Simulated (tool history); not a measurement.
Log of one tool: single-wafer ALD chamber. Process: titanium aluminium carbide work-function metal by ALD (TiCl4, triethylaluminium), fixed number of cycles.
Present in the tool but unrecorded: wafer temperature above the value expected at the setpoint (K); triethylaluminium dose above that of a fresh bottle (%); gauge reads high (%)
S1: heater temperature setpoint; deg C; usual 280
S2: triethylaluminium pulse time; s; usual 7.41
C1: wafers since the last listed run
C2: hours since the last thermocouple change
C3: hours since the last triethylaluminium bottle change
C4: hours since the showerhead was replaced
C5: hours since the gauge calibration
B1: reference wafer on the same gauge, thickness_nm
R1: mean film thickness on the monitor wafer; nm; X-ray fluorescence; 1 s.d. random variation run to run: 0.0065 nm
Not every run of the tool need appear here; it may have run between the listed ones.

Run 1, hour 0: usual settings but S2 8.88 s; C1 0; C2 1574.6; C3 865.2; C4 6109.3; C5 1012.7; B1 1.771. Result: R1 1.702 nm.
Run 2, hour 84.5: usual settings but S2 8.88 s; C1 582; C2 1659.1; C3 949.7; C4 6193.8; C5 1097.2; B1 1.768. Result: R1 1.721 nm.
Run 3, hour 184.2: usual settings but S2 8.88 s; C1 687; C2 1758.8; C3 1049.4; C4 6293.5; C5 1196.9; B1 1.77. Result: R1 1.716 nm.
Run 4, hour 232.5: usual settings but S1 284 deg C; C1 333; C2 1807.1; C3 1097.7; C4 6341.8; C5 1245.2; B1 1.769. Result: R1 1.667 nm.
Run 5, hour 316.5: usual settings but S1 284 deg C; C1 579; C2 1891.1; C3 1181.7; C4 6425.8; C5 1329.2; B1 1.769. Result: R1 1.661 nm.
Run 6, hour 361.2: usual settings; C1 308; C2 1935.8; C3 1226.4; C4 6470.5; C5 1373.9; B1 1.769. Result: R1 1.649 nm.
Run 7, hour 443.8: usual settings; C1 569; C2 2018.4; C3 1309; C4 6553.1; C5 1456.5; B1 1.77. Result: R1 1.634 nm.
Run 8, hour 503.8: usual settings; C1 413; C2 2078.4; C3 1369; C4 6613.1; C5 1516.5; B1 1.77. Result: R1 1.627 nm.
At hour 518.5: gauge calibrated.
Run 9, hour 562.3: usual settings; C1 403; C2 2136.9; C3 1427.5; C4 6671.6; C5 43.8; B1 1.771. Result: R1 1.65 nm.
Run 10, hour 662.9: usual settings; C1 693; C2 2237.5; C3 1528.1; C4 6772.2; C5 144.4; B1 1.771. Result: R1 1.626 nm.
At hour 709.2: showerhead replaced.
At hour 745.9: thermocouple changed; heater temperature recalibrated.
Run 11, hour 767.6: usual settings; C1 611; C2 21.7; C3 1632.8; C4 58.4; C5 249.1; B1 1.769. Result: R1 1.647 nm.
Run 12, hour 851.2: usual settings but S1 285 deg C, S2 9.11 s; C1 576; C2 105.3; C3 1716.4; C4 142; C5 332.7; B1 1.769. Result: R1 1.753 nm.
Run 13, hour 932.7: usual settings but S1 276 deg C, S2 9.1 s; C1 562; C2 186.8; C3 1797.9; C4 223.5; C5 414.2; B1 1.771. Result: R1 1.679 nm.
At hour 954.1: triethylaluminium bottle replaced.
Run 14, hour 977.1: usual settings but S1 268 deg C; C1 251; C2 231.2; C3 23; C4 267.9; C5 458.6; B1 1.77. Result: R1 1.543 nm.
Run 15, hour 1019.5: usual settings but S1 270 deg C, S2 10.3 s; C1 292; C2 273.6; C3 65.4; C4 310.3; C5 501; B1 1.769. Result: R1 1.671 nm.
Run 16, hour 1095.9: usual settings but S1 270 deg C, S2 6.04 s; C1 526; C2 350; C3 141.8; C4 386.7; C5 577.4; B1 1.769. Result: R1 1.458 nm.
Run 17, hour 1173.1: usual settings but S1 285 deg C, S2 9.51 s; C1 532; C2 427.2; C3 219; C4 463.9; C5 654.6; B1 1.769. Result: R1 1.752 nm.
Run 18, hour 1250.3: usual settings but S1 274 deg C, S2 9.29 s; C1 532; C2 504.4; C3 296.2; C4 541.1; C5 731.8; B1 1.77. Result: R1 1.685 nm.
Run 19, hour 1305.1: usual settings but S1 267 deg C, S2 10.3 s; C1 377; C2 559.2; C3 351; C4 595.9; C5 786.6; B1 1.77. Result: R1 1.641 nm.
Run 20, hour 1346.7: usual settings but S1 276 deg C, S2 9.1 s; C1 286; C2 600.8; C3 392.6; C4 637.5; C5 828.2; B1 1.771. Result: R1 1.681 nm.
Run 21, hour 1453.4: usual settings but S2 5.68 s; C1 735; C2 707.5; C3 499.3; C4 744.2; C5 934.9; B1 1.77. Result: R1 1.493 nm.

Predict each of these 4 candidate next runs independently; none follows another, all start after run 21:
Run A, hour 1453.8: usual settings; C1 2; C2 707.9; C3 499.7; C4 744.6; C5 935.3; B1 ?. Result: R1 ?.
Run B, hour 1453.8: usual settings but S1 290 deg C, S2 9.09 s; C1 2; C2 707.9; C3 499.7; C4 744.6; C5 935.3; B1 ?. Result: R1 ?.
Run C, hour 1453.8: usual settings but S1 266 deg C, S2 6.58 s; C1 2; C2 707.9; C3 499.7; C4 744.6; C5 935.3; B1 ?. Result: R1 ?.
Run D, hour 1453.8: usual settings but S1 289 deg C, S2 8.39 s; C1 2; C2 707.9; C3 499.7; C4 744.6; C5 935.3; B1 ?. Result: R1 ?.

run     B1     R1
  A  1.767  1.644
  B  1.767  1.787
  C  1.767  1.494
  D  1.767  1.755
Had the tool no hidden state, the same runs would have come out as:
run     R1
  A  1.644
  B  1.787
  C  1.494
  D  1.755
